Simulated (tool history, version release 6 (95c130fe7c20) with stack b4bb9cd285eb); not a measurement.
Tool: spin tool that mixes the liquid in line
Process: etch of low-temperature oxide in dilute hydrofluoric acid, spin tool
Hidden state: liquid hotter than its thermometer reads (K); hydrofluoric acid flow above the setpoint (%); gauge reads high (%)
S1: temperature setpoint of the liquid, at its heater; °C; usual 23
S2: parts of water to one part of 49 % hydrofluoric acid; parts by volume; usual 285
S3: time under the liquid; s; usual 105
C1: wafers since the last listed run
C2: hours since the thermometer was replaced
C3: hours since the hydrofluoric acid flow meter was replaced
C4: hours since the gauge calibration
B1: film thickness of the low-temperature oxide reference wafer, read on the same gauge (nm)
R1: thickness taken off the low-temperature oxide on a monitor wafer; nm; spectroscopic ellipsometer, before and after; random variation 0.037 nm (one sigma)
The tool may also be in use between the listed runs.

| run | day | S1 | S2 | S3 | C1 | C2 | C3 | C4 | B1 | R1 |
|---|---|---|---|---|---|---|---|---|---|---|
| 1 | 0 | 23 | 285 | 85 | 0 | 192.1 | 10.1 | 54.4 | 100.1 | 4.45 |
| 2 | 4.042 | 23 | 285 | 85 | 616 | 289.1 | 107.1 | 151.4 | 100.53 | 4.44 |
| 3 | 7.938 | 23 | 285 | 105 | 594 | 382.6 | 200.6 | 244.9 | 100.9 | 5.54 |
| 4 | 9.504 | 23 | 285 | 105 | 239 | 420.2 | 238.2 | 282.5 | 101.04 | 5.66 |
| 5 | 12.304 | 23 | 285 | 105 | 427 | 487.4 | 305.4 | 349.7 | 101.29 | 5.51 |
| 6 | 16.267 | 23 | 285 | 105 | 604 | 582.5 | 400.5 | 444.8 | 101.55 | 5.58 |
| 7 | 18.908 | 23 | 285 | 105 | 403 | 645.9 | 463.9 | 508.2 | 101.69 | 5.62 |
|  | 22.95 | thermometer replaced |
| 8 | 28.404 | 23 | 285 | 105 | 1443 | 130.9 | 691.8 | 736.1 | 102.15 | 5.57 |
| 9 | 32.346 | 23 | 285 | 105 | 601 | 225.5 | 786.4 | 830.7 | 102.35 | 5.67 |
| 10 | 33.975 | 23 | 285 | 105 | 248 | 264.6 | 825.5 | 869.8 | 102.35 | 5.64 |
| 11 | 37.4 | 23 | 285 | 105 | 522 | 346.8 | 907.7 | 952 | 102.48 | 5.67 |
| 12 | 39.121 | 23 | 285 | 105 | 262 | 388.1 | 949 | 993.3 | 102.6 | 5.67 |
|  | 43.512 | hydrofluoric acid flow meter replaced |
| 13 | 47.242 | 23 | 285 | 105 | 1233 | 583 | 89.5 | 1188.2 | 102.81 | 5.64 |
| 14 | 49.238 | 23 | 285 | 105 | 304 | 630.9 | 137.4 | 1236.1 | 102.8 | 5.58 |
|  | 50.996 | thermometer replaced |
| 15 | 51.017 | 23 | 285 | 105 | 265 | 0.5 | 180.1 | 1278.8 | 102.86 | 5.65 |
| 16 | 63.329 | 23 | 285 | 105 | 1879 | 296 | 475.6 | 1574.3 | 103.09 | 5.67 |
| 17 | 65.392 | 23 | 285 | 105 | 314 | 345.5 | 525.1 | 1623.8 | 103.11 | 5.67 |
| 18 | 67.254 | 26.5 | 285 | 105 | 284 | 390.2 | 569.8 | 1668.5 | 103.12 | 6.37 |
| 19 | 70.167 | 25.5 | 400 | 135 | 444 | 460.1 | 639.7 | 1738.4 | 103.17 | 5.11 |
| 20 | 71.796 | 23 | 285 | 85 | 248 | 499.2 | 678.8 | 1777.5 | 103.13 | 4.61 |
| 21 | 75.846 | 23 | 285 | 145 | 618 | 596.4 | 776 | 1874.7 | 103.22 | 7.86 |
| 22 | 79.075 | 23 | 285 | 135 | 492 | 673.9 | 853.5 | 1952.2 | 103.27 | 7.31 |
|  | 80.483 | gauge calibrated |
| 23 | 83.429 | 19.5 | 285 | 55 | 664 | 778.4 | 958 | 70.7 | 100.2 | 2.53 |
|  | 86.346 | thermometer replaced |
| 24 | 86.421 | 21.5 | 285 | 155 | 450 | 1.8 | 1029.8 | 142.5 | 100.51 | 7.69 |
|  | 87.5 | hydrofluoric acid flow meter replaced |
| 25 | 89.321 | 23 | 165 | 55 | 436 | 71.4 | 43.7 | 212.1 | 100.82 | 5.68 |
| 26 | 94.879 | 23 | 285 | 105 | 848 | 204.8 | 177.1 | 345.5 | 101.24 | 5.65 |
| 27 | 97.746 | 23 | 285 | 105 | 437 | 273.6 | 245.9 | 414.3 | 101.44 | 5.55 |
| 28 | 100.65 | 26 | 285 | 50 | 443 | 343.3 | 315.6 | 484 | 101.66 | 2.95 |
| 29 | 103.496 | 23 | 285 | 105 | 434 | 411.6 | 383.9 | 552.3 | 101.81 | 5.57 |
| 30 | 107.417 | 20.5 | 285 | 120 | 598 | 505.7 | 478 | 646.4 | 101.96 | 5.84 |
| 31 | 110.579 | 23 | 285 | 105 | 482 | 581.6 | 553.9 | 722.3 | 102.16 | 5.69 |
| 32 | 113.588 | 20 | 240 | 105 | 459 | 653.8 | 626.1 | 794.5 | 102.27 | 6.27 |
| 33 | 115.671 | 23 | 240 | 70 | 318 | 703.8 | 676.1 | 844.5 | 102.36 | 4.69 |

3 ways to go on from here, each from the tool as it stands after run 33. What would each give?
| A | 115.688 | 23 | 285 | 155 | 2 | 704.2 | 676.5 | 844.9 | ? | ? |
| B | 115.688 | 27.5 | 285 | 105 | 2 | 704.2 | 676.5 | 844.9 | ? | ? |
| C | 115.688 | 23 | 150 | 105 | 2 | 704.2 | 676.5 | 844.9 | ? | ? |

| run | B1 | R1 |
|---|---|---|
| A | 102.42 | 8.35 |
| B | 102.42 | 6.61 |
| C | 102.42 | 12.36 |
Without the tool's hidden state the same runs would have given:
| run | R1 |
|---|---|
| A | 8.16 |
| B | 6.46 |
| C | 12.08 |
